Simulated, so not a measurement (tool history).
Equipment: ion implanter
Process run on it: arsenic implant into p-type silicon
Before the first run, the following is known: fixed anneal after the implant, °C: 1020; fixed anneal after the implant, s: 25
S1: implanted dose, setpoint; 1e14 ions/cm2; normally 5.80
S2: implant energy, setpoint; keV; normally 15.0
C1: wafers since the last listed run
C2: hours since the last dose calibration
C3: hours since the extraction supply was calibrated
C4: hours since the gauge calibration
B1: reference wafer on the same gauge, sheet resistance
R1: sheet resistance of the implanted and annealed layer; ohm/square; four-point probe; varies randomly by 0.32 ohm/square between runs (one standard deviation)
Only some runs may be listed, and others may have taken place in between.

| run | hour | S1 | S2 | C1 | C2 | C3 | C4 | B1 | R1 |
|---|---|---|---|---|---|---|---|---|---|
| 1 | 0.0 | 5.16 | 15.0 | 0 | 1089.8 | 5326.8 | 1047.9 | 212.97 | 235.64 |
| 2 | 41.8 | 4.95 | 18.0 | 1537 | 1131.6 | 5368.6 | 1089.7 | 212.99 | 238.40 |
| 3 | 95.1 | 4.95 | 18.0 | 1960 | 1184.9 | 5421.9 | 1143.0 | 212.90 | 238.66 |
| 4 | 148.2 | 5.80 | 15.0 | 1953 | 1238.0 | 5475.0 | 1196.1 | 212.99 | 216.49 |
| 5 | 172.8 | 5.80 | 15.0 | 904 | 1262.6 | 5499.6 | 1220.7 | 212.94 | 216.72 |
| 6 | 242.1 | 5.80 | 15.0 | 2549 | 1331.9 | 5568.9 | 1290.0 | 213.09 | 217.11 |
| 7 | 278.9 | 5.80 | 15.0 | 1353 | 1368.7 | 5605.7 | 1326.8 | 212.99 | 217.23 |
| 8 | 311.7 | 5.80 | 15.0 | 1206 | 1401.5 | 5638.5 | 1359.6 | 212.94 | 217.71 |
| 9 | 339.8 | 5.80 | 15.0 | 1033 | 1429.6 | 5666.6 | 1387.7 | 213.11 | 217.82 |
| 10 | 376.6 | 4.78 | 15.0 | 1353 | 1466.4 | 5703.4 | 1424.5 | 213.03 | 252.29 |
|  | 405.0 | Faraday cup replaced and dose calibrated |
| 11 | 414.4 | 4.78 | 15.0 | 1096 | 9.4 | 5741.2 | 1462.3 | 213.02 | 245.85 |
| 12 | 458.1 | 4.78 | 15.0 | 1607 | 53.1 | 5784.9 | 1506.0 | 213.02 | 245.55 |
| 13 | 485.2 | 5.80 | 15.0 | 996 | 80.2 | 5812.0 | 1533.1 | 212.91 | 212.96 |
|  | 516.8 | gauge calibrated |
| 14 | 549.3 | 5.80 | 15.0 | 2357 | 144.3 | 5876.1 | 32.5 | 213.04 | 213.08 |
| 15 | 598.8 | 4.40 | 19.0 | 1820 | 193.8 | 5925.6 | 82.0 | 213.07 | 255.17 |
| 16 | 623.2 | 4.69 | 13.0 | 897 | 218.2 | 5950.0 | 106.4 | 213.10 | 252.50 |
| 17 | 652.9 | 6.64 | 11.0 | 1092 | 247.9 | 5979.7 | 136.1 | 212.96 | 197.31 |
| 18 | 710.6 | 4.74 | 20.0 | 2122 | 305.6 | 6037.4 | 193.8 | 212.92 | 239.75 |
| 19 | 769.1 | 5.80 | 11.0 | 2151 | 364.1 | 6095.9 | 252.3 | 212.96 | 217.88 |
| 20 | 823.1 | 6.65 | 13.0 | 1986 | 418.1 | 6149.9 | 306.3 | 213.05 | 194.94 |
| 21 | 869.7 | 4.68 | 10.0 | 1714 | 464.7 | 6196.5 | 352.9 | 213.01 | 257.70 |
| 22 | 930.1 | 5.15 | 20.0 | 2221 | 525.1 | 6256.9 | 413.3 | 212.84 | 225.18 |
| 23 | 986.9 | 5.80 | 10.0 | 2089 | 581.9 | 6313.7 | 470.1 | 213.01 | 220.13 |
| 24 | 1058.3 | 5.80 | 10.5 | 2626 | 653.3 | 6385.1 | 541.5 | 213.00 | 219.57 |
| 25 | 1087.8 | 6.71 | 13.0 | 1085 | 682.8 | 6414.6 | 571.0 | 212.95 | 195.06 |
| 26 | 1151.5 | 5.80 | 15.0 | 2343 | 746.5 | 6478.3 | 634.7 | 213.05 | 213.38 |
|  | 1234.4 | extraction supply calibrated |
| 27 | 1258.3 | 4.58 | 15.0 | 3634 | 853.3 | 23.9 | 741.5 | 212.99 | 255.20 |
| 28 | 1284.2 | 6.39 | 20.0 | 952 | 879.2 | 49.8 | 767.4 | 213.10 | 192.59 |
| 29 | 1338.9 | 4.93 | 17.0 | 2012 | 933.9 | 104.5 | 822.1 | 213.03 | 238.28 |
| 30 | 1362.9 | 4.16 | 10.5 | 882 | 957.9 | 128.5 | 846.1 | 212.96 | 283.26 |
| 31 | 1395.5 | 6.65 | 13.0 | 1199 | 990.5 | 161.1 | 878.7 | 213.08 | 197.02 |
| 32 | 1445.4 | 5.80 | 15.0 | 1835 | 1040.4 | 211.0 | 928.6 | 212.99 | 215.57 |
| 33 | 1477.1 | 5.80 | 15.0 | 1166 | 1072.1 | 242.7 | 960.3 | 212.96 | 215.02 |
| 34 | 1543.3 | 6.58 | 20.0 | 2435 | 1138.3 | 308.9 | 1026.5 | 213.06 | 189.35 |
|  | 1558.5 | Faraday cup replaced and dose calibrated |
| 35 | 1612.0 | 6.66 | 11.5 | 2232 | 53.5 | 377.6 | 1095.2 | 212.95 | 196.87 |
| 36 | 1673.2 | 4.80 | 15.0 | 2251 | 114.7 | 438.8 | 1156.4 | 213.03 | 245.18 |
| 37 | 1732.4 | 6.52 | 13.5 | 2177 | 173.9 | 498.0 | 1215.6 | 213.02 | 197.70 |
| 38 | 1757.6 | 5.80 | 19.5 | 926 | 199.1 | 523.2 | 1240.8 | 213.07 | 206.72 |

Each row is a separate what-if for the run after 38, all from the same tool condition, not one after another. Results?
| A | 1758.0 | 5.80 | 15.0 | 14 | 199.5 | 523.6 | 1241.2 | ? | ? |
| B | 1758.0 | 4.09 | 19.5 | 14 | 199.5 | 523.6 | 1241.2 | ? | ? |
| C | 1758.0 | 4.19 | 13.5 | 14 | 199.5 | 523.6 | 1241.2 | ? | ? |

| run | B1 | R1 |
|---|---|---|
| A | 212.89 | 212.75 |
| B | 212.89 | 268.42 |
| C | 212.89 | 273.77 |
With the hidden condition removed and each run's random variation left untouched, the same runs would have given:
| run | R1 |
|---|---|
| A | 212.70 |
| B | 268.36 |
| C | 273.71 |
